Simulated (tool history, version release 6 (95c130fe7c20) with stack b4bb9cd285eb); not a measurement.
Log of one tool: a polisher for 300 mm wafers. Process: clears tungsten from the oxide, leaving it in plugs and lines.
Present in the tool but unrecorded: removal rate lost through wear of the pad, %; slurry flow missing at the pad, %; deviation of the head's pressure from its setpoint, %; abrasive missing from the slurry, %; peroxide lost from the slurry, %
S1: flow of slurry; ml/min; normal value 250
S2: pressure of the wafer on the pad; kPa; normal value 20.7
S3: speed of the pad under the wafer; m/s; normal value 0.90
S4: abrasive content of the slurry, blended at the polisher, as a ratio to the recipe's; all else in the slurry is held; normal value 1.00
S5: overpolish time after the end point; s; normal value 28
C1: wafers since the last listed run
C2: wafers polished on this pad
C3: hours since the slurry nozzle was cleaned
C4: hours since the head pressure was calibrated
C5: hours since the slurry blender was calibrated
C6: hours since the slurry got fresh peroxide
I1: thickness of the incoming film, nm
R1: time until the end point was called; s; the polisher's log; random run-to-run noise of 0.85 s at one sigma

Run 1, hour 0.0: usual settings; C1 0; C2 670; C3 821.7; C4 338.7; C5 364.7; C6 23.7; I1 276.7. Result: R1 73.7 s.
Run 2, hour 8.9: usual settings; C1 99; C2 769; C3 830.6; C4 347.6; C5 373.6; C6 32.6; I1 277.5. Result: R1 74.4 s.
Run 3, hour 19.2: usual settings but S1 305 ml/min; C1 114; C2 884; C3 840.9; C4 357.9; C5 383.9; C6 42.9; I1 279.3. Result: R1 74.2 s.
At hour 27.0: worn pad replaced by a new one.
Run 4, hour 29.2: usual settings but S1 305 ml/min; C1 66; C2 24; C3 850.9; C4 367.9; C5 393.9; C6 52.9; I1 280.0. Result: R1 74.2 s.
At hour 32.1: slurry tank refilled with fresh slurry and peroxide.
Run 5, hour 35.6: usual settings; C1 60; C2 85; C3 857.3; C4 374.3; C5 400.3; C6 3.5; I1 285.0. Result: R1 77.3 s.
Run 6, hour 48.3: usual settings but S2 22.1 kPa; C1 141; C2 226; C3 870.0; C4 387.0; C5 413.0; C6 16.2; I1 285.8. Result: R1 73.1 s.
Run 7, hour 55.6: usual settings but S2 22.1 kPa; C1 81; C2 308; C3 877.3; C4 394.3; C5 420.3; C6 23.5; I1 280.8. Result: R1 72.1 s.
At hour 68.7: head pressure recalibrated.
Run 8, hour 69.1: usual settings; C1 128; C2 436; C3 890.8; C4 0.4; C5 433.8; C6 37.0; I1 277.7. Result: R1 74.0 s.
At hour 80.1: slurry tank refilled with fresh slurry and peroxide.
Run 9, hour 80.9: usual settings; C1 120; C2 557; C3 902.6; C4 12.2; C5 445.6; C6 0.8; I1 280.6. Result: R1 76.5 s.
Run 10, hour 88.3: usual settings but S1 210 ml/min, S2 22.8 kPa; C1 82; C2 639; C3 910.0; C4 19.6; C5 453.0; C6 8.2; I1 282.3. Result: R1 70.7 s.
At hour 97.6: worn pad replaced by a new one.
At hour 103.0: slurry blender recalibrated.
Run 11, hour 103.5: usual settings but S2 25.5 kPa, S3 1.04 m/s, S4 1.25, S5 37 s; C1 102; C2 43; C3 925.2; C4 34.8; C5 0.5; C6 23.4; I1 277.6. Result: R1 45.2 s.
At hour 111.9: slurry nozzle cleaned.
Run 12, hour 113.6: usual settings but S3 0.76 m/s, S4 0.75, S5 22 s; C1 101; C2 145; C3 1.7; C4 44.9; C5 10.6; C6 33.5; I1 279.1. Result: R1 89.0 s.
Run 13, hour 131.5: usual settings but S1 165 ml/min, S2 15.9 kPa, S3 0.58 m/s; C1 199; C2 345; C3 19.6; C4 62.8; C5 28.5; C6 51.4; I1 277.4. Result: R1 141.0 s.
At hour 143.2: slurry tank refilled with fresh slurry and peroxide.
Run 14, hour 144.4: usual settings but S1 210 ml/min, S2 22.8 kPa; C1 132; C2 478; C3 32.5; C4 75.7; C5 41.4; C6 1.2; I1 280.5. Result: R1 65.1 s.
Run 15, hour 168.6: usual settings but S1 180 ml/min; C1 270; C2 748; C3 56.7; C4 99.9; C5 65.6; C6 25.4; I1 281.3. Result: R1 70.9 s.
Run 16, hour 175.5: usual settings but S2 23.4 kPa, S4 1.25; C1 77; C2 825; C3 63.6; C4 106.8; C5 72.5; C6 32.3; I1 282.7. Result: R1 57.0 s.
At hour 181.9: worn pad replaced by a new one.
Run 17, hour 189.3: usual settings but S1 295 ml/min, S4 1.15; C1 109; C2 82; C3 77.4; C4 120.6; C5 86.3; C6 46.1; I1 274.1. Result: R1 66.5 s.
At hour 201.0: slurry tank refilled with fresh slurry and peroxide.
Run 18, hour 203.6: usual settings but S2 22.1 kPa; C1 148; C2 230; C3 91.7; C4 134.9; C5 100.6; C6 2.6; I1 282.9. Result: R1 67.6 s.

5 options for the next run, each taken on its own from the tool as it stands now. Forecast them:
Run A, hour 204.1: usual settings but S4 1.25; C1 5; C2 236; C3 92.2; C4 135.4; C5 101.1; C6 3.1; I1 280.4. Result: R1 ?.
Run B, hour 204.1: usual settings but S1 185 ml/min, S2 15.2 kPa, S3 1.10 m/s; C1 5; C2 236; C3 92.2; C4 135.4; C5 101.1; C6 3.1; I1 280.4. Result: R1 ?.
Run C, hour 204.1: usual settings but S2 23.4 kPa, S3 0.70 m/s; C1 5; C2 236; C3 92.2; C4 135.4; C5 101.1; C6 3.1; I1 280.4. Result: R1 ?.
Run D, hour 204.1: usual settings but S1 225 ml/min, S5 20 s; C1 5; C2 236; C3 92.2; C4 135.4; C5 101.1; C6 3.1; I1 280.4. Result: R1 ?.
Run E, hour 204.1: usual settings but S5 42 s; C1 5; C2 236; C3 92.2; C4 135.4; C5 101.1; C6 3.1; I1 280.4. Result: R1 ?.

run    R1
  A  65.0
  B  79.1
  C  78.4
  D  69.7
  E  69.1
Stripped of hidden state, with their random variation kept, the same runs would have yielded:
run    R1
  A  62.0
  B  75.6
  C  74.9
  D  66.6
  E  66.1
